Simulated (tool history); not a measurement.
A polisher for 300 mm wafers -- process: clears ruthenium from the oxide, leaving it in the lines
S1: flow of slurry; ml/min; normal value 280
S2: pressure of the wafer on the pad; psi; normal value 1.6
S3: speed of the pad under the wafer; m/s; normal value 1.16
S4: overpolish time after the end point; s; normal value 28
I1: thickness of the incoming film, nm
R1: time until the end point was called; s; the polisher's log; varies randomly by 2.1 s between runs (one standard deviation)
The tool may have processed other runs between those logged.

{"run": 1, "day": 0.0, "S1": 280, "S2": 1.6, "S3": 1.34, "S4": 28, "I1": 109.2, "R1": 123.5}
{"run": 2, "day": 0.533, "S1": 280, "S2": 1.3, "S3": 1.16, "S4": 28, "I1": 109.3, "R1": 169}
{"run": 3, "day": 1.179, "S1": 280, "S2": 1.3, "S3": 1.16, "S4": 28, "I1": 111.1, "R1": 172.9}
{"run": 4, "day": 1.438, "S1": 280, "S2": 1.6, "S3": 1.16, "S4": 28, "I1": 109.8, "R1": 139.2}
{"run": 5, "day": 2.062, "S1": 280, "S2": 1.6, "S3": 1.16, "S4": 28, "I1": 108.9, "R1": 137.8}
{"run": 6, "day": 2.379, "S1": 280, "S2": 1.6, "S3": 1.16, "S4": 28, "I1": 108.3, "R1": 137.7}
{"run": 7, "day": 2.733, "S1": 280, "S2": 1.9, "S3": 1.16, "S4": 28, "I1": 110.4, "R1": 118.6}
{"run": 8, "day": 3.308, "S1": 280, "S2": 1.9, "S3": 1.16, "S4": 28, "I1": 111.6, "R1": 119.7}
{"day": 3.754, "done": "slurry nozzle cleaned"}
{"run": 9, "day": 3.9, "S1": 310, "S2": 1.6, "S3": 1.16, "S4": 28, "I1": 109.7, "R1": 138.8}
{"day": 4.146, "done": "worn pad replaced by a new one"}
{"run": 10, "day": 4.346, "S1": 310, "S2": 1.6, "S3": 1.16, "S4": 28, "I1": 111.6, "R1": 134.8}
{"run": 11, "day": 4.979, "S1": 280, "S2": 1.4, "S3": 1.16, "S4": 28, "I1": 109.9, "R1": 152.2}
{"run": 12, "day": 5.55, "S1": 280, "S2": 1.4, "S3": 1.16, "S4": 28, "I1": 110.3, "R1": 151.7}
{"run": 13, "day": 7.229, "S1": 280, "S2": 1.6, "S3": 0.86, "S4": 28, "I1": 110.4, "R1": 161.1}
{"run": 14, "day": 7.746, "S1": 280, "S2": 1.3, "S3": 1.4, "S4": 28, "I1": 109.5, "R1": 148.3}
{"run": 15, "day": 8.012, "S1": 185, "S2": 1.1, "S3": 0.98, "S4": 20, "I1": 109.2, "R1": 228.7}
{"run": 16, "day": 8.704, "S1": 280, "S2": 1.6, "S3": 1.16, "S4": 28, "I1": 110.4, "R1": 140.6}
{"run": 17, "day": 9.188, "S1": 280, "S2": 2.1, "S3": 1.54, "S4": 28, "I1": 108.9, "R1": 84}
{"run": 18, "day": 9.596, "S1": 345, "S2": 1.9, "S3": 1.16, "S4": 19, "I1": 109.7, "R1": 112.7}
{"day": 9.971, "done": "head pressure recalibrated"}
{"run": 19, "day": 10.333, "S1": 280, "S2": 1.6, "S3": 1.16, "S4": 28, "I1": 108.2, "R1": 149.7}
{"run": 20, "day": 10.633, "S1": 280, "S2": 1.6, "S3": 1.16, "S4": 28, "I1": 109.6, "R1": 153.7}
{"day": 11.033, "done": "worn pad replaced by a new one"}
{"run": 21, "day": 11.142, "S1": 280, "S2": 1.6, "S3": 1.26, "S4": 28, "I1": 108.4, "R1": 135.4}
{"run": 22, "day": 13.342, "S1": 280, "S2": 1.6, "S3": 1.16, "S4": 28, "I1": 110.9, "R1": 142.7}
{"run": 23, "day": 13.846, "S1": 345, "S2": 1.6, "S3": 1.16, "S4": 18, "I1": 109, "R1": 140.7}
{"run": 24, "day": 14.104, "S1": 335, "S2": 1.4, "S3": 1.02, "S4": 14, "I1": 109.4, "R1": 180.3}
{"run": 25, "day": 14.433, "S1": 335, "S2": 1.8, "S3": 0.92, "S4": 42, "I1": 110.6, "R1": 149.5}
{"run": 26, "day": 14.792, "S1": 280, "S2": 2.1, "S3": 1.16, "S4": 28, "I1": 112, "R1": 116}
{"run": 27, "day": 15.154, "S1": 345, "S2": 1.6, "S3": 1.16, "S4": 18, "I1": 108.4, "R1": 142.3}
{"run": 28, "day": 15.654, "S1": 280, "S2": 1.6, "S3": 1.16, "S4": 28, "I1": 108.5, "R1": 148.9}
{"run": 29, "day": 16.125, "S1": 330, "S2": 1.6, "S3": 1.16, "S4": 28, "I1": 111, "R1": 149.4}
{"run": 30, "day": 16.829, "S1": 280, "S2": 1.6, "S3": 1.16, "S4": 28, "I1": 108.1, "R1": 146.7}
{"day": 17.204, "done": "slurry nozzle cleaned"}
{"day": 17.292, "done": "worn pad replaced by a new one"}
{"run": 31, "day": 17.312, "S1": 280, "S2": 1.6, "S3": 1.16, "S4": 28, "I1": 112.5, "R1": 148.7}
{"run": 32, "day": 17.504, "S1": 280, "S2": 2, "S3": 1.4, "S4": 14, "I1": 111.2, "R1": 103.6}
{"run": 33, "day": 17.967, "S1": 280, "S2": 1.6, "S3": 1.16, "S4": 17, "I1": 110, "R1": 145.4}
{"run": 34, "day": 18.333, "S1": 340, "S2": 1.6, "S3": 1.16, "S4": 28, "I1": 110.2, "R1": 142.7}
{"run": 35, "day": 19.067, "S1": 280, "S2": 1.6, "S3": 1.16, "S4": 28, "I1": 111.3, "R1": 143.1}
{"run": 36, "day": 19.633, "S1": 280, "S2": 1.6, "S3": 1.16, "S4": 28, "I1": 110.3, "R1": 145}

Branching from run 36: 5 alternative next runs. What would each branch give?
{"run": "A", "day": 19.654, "S1": 280, "S2": 1.6, "S3": 1.16, "S4": 18, "I1": 110.8, "R1": "?"}
{"run": "B", "day": 19.654, "S1": 235, "S2": 1.6, "S3": 1.16, "S4": 28, "I1": 110.8, "R1": "?"}
{"run": "C", "day": 19.654, "S1": 280, "S2": 1.6, "S3": 0.76, "S4": 33, "I1": 110.8, "R1": "?"}
{"run": "D", "day": 19.654, "S1": 230, "S2": 1.3, "S3": 1.32, "S4": 28, "I1": 110.8, "R1": "?"}
{"run": "E", "day": 19.654, "S1": 280, "S2": 1.6, "S3": 1.16, "S4": 37, "I1": 110.8, "R1": "?"}

run=A R1=145.6
run=B R1=148.6
run=C R1=185.6
run=D R1=168.9
run=E R1=145.6
Had the tool no hidden state, the same runs would have come out as:
run=A R1=140.7
run=B R1=143.6
run=C R1=179.3
run=D R1=163.2
run=E R1=140.7

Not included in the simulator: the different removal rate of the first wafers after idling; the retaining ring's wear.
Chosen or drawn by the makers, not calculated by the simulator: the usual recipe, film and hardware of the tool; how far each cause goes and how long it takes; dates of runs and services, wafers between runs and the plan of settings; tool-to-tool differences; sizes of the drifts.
